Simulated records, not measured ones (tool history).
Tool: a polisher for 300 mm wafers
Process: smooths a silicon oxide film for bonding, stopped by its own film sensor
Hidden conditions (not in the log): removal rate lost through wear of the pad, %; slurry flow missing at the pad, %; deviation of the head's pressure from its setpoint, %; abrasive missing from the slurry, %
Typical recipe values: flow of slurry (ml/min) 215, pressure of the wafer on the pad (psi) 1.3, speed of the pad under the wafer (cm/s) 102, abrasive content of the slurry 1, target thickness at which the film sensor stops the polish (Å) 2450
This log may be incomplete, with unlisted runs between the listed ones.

| run | hour | flow of slurry (ml/min) | pressure of the wafer on the pad (psi) | speed of the pad under the wafer (cm/s) | abrasive content of the slurry | target thickness at which the film sensor stops the polish (Å) | wafers since the last listed run | wafers polished on this pad | hours since the slurry nozzle was cleaned | hours since the head pressure was calibrated | hours since the slurry blender was calibrated | incoming thickness of the incoming film, nm | time until the film sensor stopped the polish (s) |
|---|---|---|---|---|---|---|---|---|---|---|---|---|---|
| 1 | 0 | 215 | 1.3 | 102 | 1 | 2450 | 0 | 2417 | 22 | 1087.7 | 56.4 | 279.1 | 104.7 |
| 2 | 57.8 | 215 | 1.3 | 102 | 1 | 2450 | 846 | 3263 | 79.8 | 1145.5 | 114.2 | 275 | 98.8 |
|  | 104.5 | head pressure recalibrated |
| 3 | 115.2 | 215 | 1 | 102 | 1 | 2450 | 811 | 4075 | 137.2 | 10.7 | 171.6 | 282 | 175.1 |
|  | 182.9 | worn pad replaced by a new one |
| 4 | 184.7 | 215 | 1 | 102 | 1 | 2450 | 959 | 25 | 206.7 | 80.2 | 241.1 | 281 | 150.9 |
| 5 | 238.3 | 215 | 1.3 | 80 | 1 | 2530 | 785 | 810 | 260.3 | 133.8 | 294.7 | 283.9 | 125.6 |
| 6 | 303.4 | 215 | 1.3 | 80 | 1 | 2530 | 953 | 1764 | 325.4 | 198.9 | 359.8 | 277.3 | 96.4 |
|  | 308.5 | slurry blender recalibrated |
| 7 | 403.1 | 215 | 1.3 | 102 | 1 | 2450 | 1430 | 3195 | 425.1 | 298.6 | 94.6 | 281.5 | 115.6 |
| 8 | 489.8 | 215 | 1.3 | 102 | 1 | 2450 | 1269 | 4465 | 511.8 | 385.3 | 181.3 | 277 | 108.8 |
| 9 | 547.4 | 215 | 1.3 | 102 | 1 | 2450 | 843 | 5308 | 569.4 | 442.9 | 238.9 | 280.8 | 131.6 |
|  | 573.3 | worn pad replaced by a new one |
|  | 632.3 | slurry blender recalibrated |
| 10 | 649.8 | 215 | 1.3 | 102 | 1 | 2450 | 1411 | 1091 | 671.8 | 545.3 | 17.5 | 279.1 | 95.1 |
| 11 | 745.6 | 215 | 1.3 | 102 | 1 | 2450 | 1403 | 2494 | 767.6 | 641.1 | 113.3 | 283.3 | 116.6 |
|  | 779.3 | slurry nozzle cleaned |
| 12 | 826.8 | 215 | 1.7 | 132 | 1 | 2360 | 1174 | 3669 | 47.5 | 722.3 | 194.5 | 274.4 | 79.9 |
| 13 | 877.9 | 215 | 1.3 | 102 | 1 | 2400 | 748 | 4417 | 98.6 | 773.4 | 245.6 | 280.9 | 139.8 |
|  | 900.8 | worn pad replaced by a new one |
| 14 | 927.3 | 215 | 1.3 | 102 | 1 | 2450 | 664 | 387 | 148 | 822.8 | 295 | 275 | 95.7 |
| 15 | 1007.6 | 215 | 1.3 | 102 | 1 | 2530 | 1176 | 1563 | 228.3 | 903.1 | 375.3 | 280.8 | 89.9 |
|  | 1011.4 | slurry blender recalibrated |
| 16 | 1074.6 | 215 | 1.4 | 102 | 1 | 2450 | 952 | 2515 | 295.3 | 970.1 | 63.2 | 280.9 | 100.8 |
| 17 | 1136.4 | 260 | 1.3 | 102 | 1 | 2340 | 905 | 3420 | 357.1 | 1031.9 | 125 | 277.6 | 138 |
| 18 | 1201.2 | 215 | 1.3 | 102 | 1 | 2450 | 949 | 4370 | 421.9 | 1096.7 | 189.8 | 283.1 | 129 |
|  | 1265 | worn pad replaced by a new one |
| 19 | 1301.3 | 255 | 0.8 | 88 | 1.15 | 2450 | 1407 | 531 | 522 | 1196.8 | 289.9 | 278 | 179.2 |
|  | 1326.2 | slurry blender recalibrated |
|  | 1328.4 | head pressure recalibrated |
| 20 | 1450.4 | 215 | 1.6 | 72 | 1 | 2510 | 2125 | 2656 | 671.1 | 122 | 124.2 | 280.1 | 106.2 |
| 21 | 1507.6 | 215 | 1.3 | 102 | 0.9 | 2450 | 837 | 3494 | 728.3 | 179.2 | 181.4 | 275.3 | 113.6 |
| 22 | 1572.1 | 285 | 1.6 | 74 | 1.1 | 2450 | 944 | 4438 | 792.8 | 243.7 | 245.9 | 280.6 | 127.7 |
|  | 1639.8 | worn pad replaced by a new one |
|  | 1677.4 | slurry blender recalibrated |
| 23 | 1702.9 | 180 | 1.7 | 72 | 1 | 2550 | 1827 | 894 | 923.6 | 374.5 | 25.5 | 277.6 | 68.3 |

Branching from run 23: 3 alternative next runs. What would each branch give?
| A | 1703.3 | 215 | 1.3 | 102 | 1 | 2450 | 5 | 900 | 924 | 374.9 | 25.9 | 278.3 | ? |
| B | 1703.3 | 285 | 1.3 | 88 | 1.2 | 2550 | 5 | 900 | 924 | 374.9 | 25.9 | 278.3 | ? |
| C | 1703.3 | 215 | 1.3 | 136 | 1 | 2420 | 5 | 900 | 924 | 374.9 | 25.9 | 278.3 | ? |

| run | time until the film sensor stopped the polish (s) |
|---|---|
| A | 95.2 |
| B | 66.1 |
| C | 82.4 |
Stripped of hidden state, with their random variation kept, the same runs would have yielded:
| run | time until the film sensor stopped the polish (s) |
|---|---|
| A | 89.3 |
| B | 62.2 |
| C | 77.3 |
